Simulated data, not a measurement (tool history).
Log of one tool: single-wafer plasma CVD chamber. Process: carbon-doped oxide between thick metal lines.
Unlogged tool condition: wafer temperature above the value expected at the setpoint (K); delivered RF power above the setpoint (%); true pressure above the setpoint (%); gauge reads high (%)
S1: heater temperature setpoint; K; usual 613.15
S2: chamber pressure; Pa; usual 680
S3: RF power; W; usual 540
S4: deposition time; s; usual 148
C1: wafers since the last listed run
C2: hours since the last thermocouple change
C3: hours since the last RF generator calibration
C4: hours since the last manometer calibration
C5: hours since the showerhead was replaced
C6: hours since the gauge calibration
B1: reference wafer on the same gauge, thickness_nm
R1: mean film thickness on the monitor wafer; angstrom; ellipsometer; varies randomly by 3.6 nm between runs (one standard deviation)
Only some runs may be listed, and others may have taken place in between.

| run | hour | S1 | S2 | S3 | S4 | C1 | C2 | C3 | C4 | C5 | C6 | B1 | R1 |
|---|---|---|---|---|---|---|---|---|---|---|---|---|---|
| 1 | 0.0 | 613.15 | 680 | 540 | 148 | 0 | 102.5 | 37.0 | 982.1 | 5269.3 | 177.0 | 877.873 | 8355.72 |
| 2 | 81.0 | 613.15 | 680 | 540 | 148 | 904 | 183.5 | 118.0 | 1063.1 | 5350.3 | 258.0 | 877.098 | 8422.16 |
| 3 | 156.4 | 613.15 | 680 | 540 | 137 | 842 | 258.9 | 193.4 | 1138.5 | 5425.7 | 333.4 | 879.796 | 7723.59 |
| 4 | 298.2 | 613.15 | 680 | 540 | 159 | 1584 | 400.7 | 335.2 | 1280.3 | 5567.5 | 475.2 | 879.980 | 8949.31 |
| 5 | 354.8 | 613.15 | 680 | 540 | 159 | 632 | 457.3 | 391.8 | 1336.9 | 5624.1 | 531.8 | 880.087 | 8969.60 |
| 6 | 411.5 | 613.15 | 680 | 540 | 159 | 633 | 514.0 | 448.5 | 1393.6 | 5680.8 | 588.5 | 879.322 | 8968.54 |
| 7 | 478.5 | 613.15 | 680 | 540 | 148 | 748 | 581.0 | 515.5 | 1460.6 | 5747.8 | 655.5 | 879.181 | 8330.61 |
| 8 | 534.4 | 621.15 | 781 | 610 | 148 | 624 | 636.9 | 571.4 | 1516.5 | 5803.7 | 711.4 | 877.570 | 9033.67 |
| 9 | 625.3 | 613.15 | 680 | 540 | 169 | 1015 | 727.8 | 662.3 | 1607.4 | 5894.6 | 802.3 | 880.908 | 9506.78 |
| 10 | 700.5 | 613.15 | 680 | 585 | 148 | 840 | 803.0 | 737.5 | 1682.6 | 5969.8 | 877.5 | 878.059 | 8800.01 |
| 11 | 778.8 | 613.15 | 847 | 540 | 121 | 874 | 881.3 | 815.8 | 1760.9 | 6048.1 | 955.8 | 877.841 | 7026.18 |
| 12 | 832.6 | 599.15 | 779 | 630 | 169 | 601 | 935.1 | 869.6 | 1814.7 | 6101.9 | 1009.6 | 879.332 | 11452.80 |
|  | 886.1 | RF generator calibrated |
| 13 | 894.5 | 617.15 | 680 | 600 | 131 | 602 | 997.0 | 8.4 | 1876.6 | 6163.8 | 1071.5 | 881.151 | 7835.84 |
| 14 | 955.6 | 620.15 | 513 | 540 | 148 | 682 | 1058.1 | 69.5 | 1937.7 | 6224.9 | 1132.6 | 877.790 | 7686.99 |
| 15 | 1006.9 | 624.15 | 608 | 640 | 157 | 573 | 1109.4 | 120.8 | 1989.0 | 6276.2 | 1183.9 | 877.855 | 9474.22 |
| 16 | 1050.9 | 606.15 | 825 | 640 | 148 | 491 | 1153.4 | 164.8 | 2033.0 | 6320.2 | 1227.9 | 879.545 | 9843.53 |
|  | 1062.9 | thermocouple changed; heater temperature recalibrated |
|  | 1077.2 | capacitance manometer re-zeroed and calibrated |
| 17 | 1101.0 | 621.15 | 513 | 455 | 169 | 380 | 38.1 | 214.9 | 23.8 | 6370.3 | 1278.0 | 878.893 | 7661.54 |
|  | 1112.0 | showerhead replaced, of another model than before |
| 18 | 1146.9 | 605.15 | 680 | 540 | 166 | 423 | 84.0 | 260.8 | 69.7 | 34.9 | 1323.9 | 877.737 | 9533.44 |
| 19 | 1212.2 | 613.15 | 727 | 540 | 177 | 729 | 149.3 | 326.1 | 135.0 | 100.2 | 1389.2 | 878.571 | 9919.12 |
| 20 | 1278.2 | 623.15 | 728 | 540 | 138 | 737 | 215.3 | 392.1 | 201.0 | 166.2 | 1455.2 | 881.214 | 7562.78 |
| 21 | 1329.4 | 613.15 | 680 | 605 | 122 | 572 | 266.5 | 443.3 | 252.2 | 217.4 | 1506.4 | 880.004 | 7604.20 |
| 22 | 1423.8 | 613.15 | 680 | 540 | 148 | 1054 | 360.9 | 537.7 | 346.6 | 311.8 | 1600.8 | 880.060 | 8276.70 |
| 23 | 1504.4 | 613.15 | 680 | 540 | 148 | 900 | 441.5 | 618.3 | 427.2 | 392.4 | 1681.4 | 880.176 | 8310.64 |
| 24 | 1594.3 | 599.15 | 633 | 540 | 148 | 1004 | 531.4 | 708.2 | 517.1 | 482.3 | 1771.3 | 879.989 | 8691.43 |
| 25 | 1638.4 | 600.15 | 680 | 540 | 168 | 492 | 575.5 | 752.3 | 561.2 | 526.4 | 1815.4 | 878.909 | 9865.46 |
| 26 | 1708.7 | 606.15 | 680 | 595 | 139 | 785 | 645.8 | 822.6 | 631.5 | 596.7 | 1885.7 | 879.380 | 8640.75 |
|  | 1775.4 | RF generator calibrated |
| 27 | 1775.9 | 613.15 | 680 | 540 | 148 | 661 | 713.0 | 0.5 | 698.7 | 663.9 | 1952.9 | 879.673 | 8330.42 |
| 28 | 1842.4 | 603.15 | 597 | 540 | 129 | 742 | 779.5 | 67.0 | 765.2 | 730.4 | 2019.4 | 878.367 | 7378.13 |
| 29 | 1931.6 | 613.15 | 680 | 540 | 158 | 996 | 868.7 | 156.2 | 854.4 | 819.6 | 2108.6 | 879.659 | 8838.33 |

Consider 3 possible next runs. They are alternatives, not a sequence: every one starts from the tool as it was left by run 29. What does each give?
| A | 1932.0 | 613.15 | 680 | 540 | 148 | 4 | 869.1 | 156.6 | 854.8 | 820.0 | 2109.0 | ? | ? |
| B | 1932.0 | 621.15 | 680 | 440 | 148 | 4 | 869.1 | 156.6 | 854.8 | 820.0 | 2109.0 | ? | ? |
| C | 1932.0 | 613.15 | 768 | 450 | 148 | 4 | 869.1 | 156.6 | 854.8 | 820.0 | 2109.0 | ? | ? |

| run | B1 | R1 |
|---|---|---|
| A | 878.984 | 8254.49 |
| B | 878.984 | 6369.03 |
| C | 878.984 | 6799.05 |
Had the tool no hidden state, the same runs would have come out as:
| run | R1 |
|---|---|
| A | 8210.50 |
| B | 6335.09 |
| C | 6771.45 |
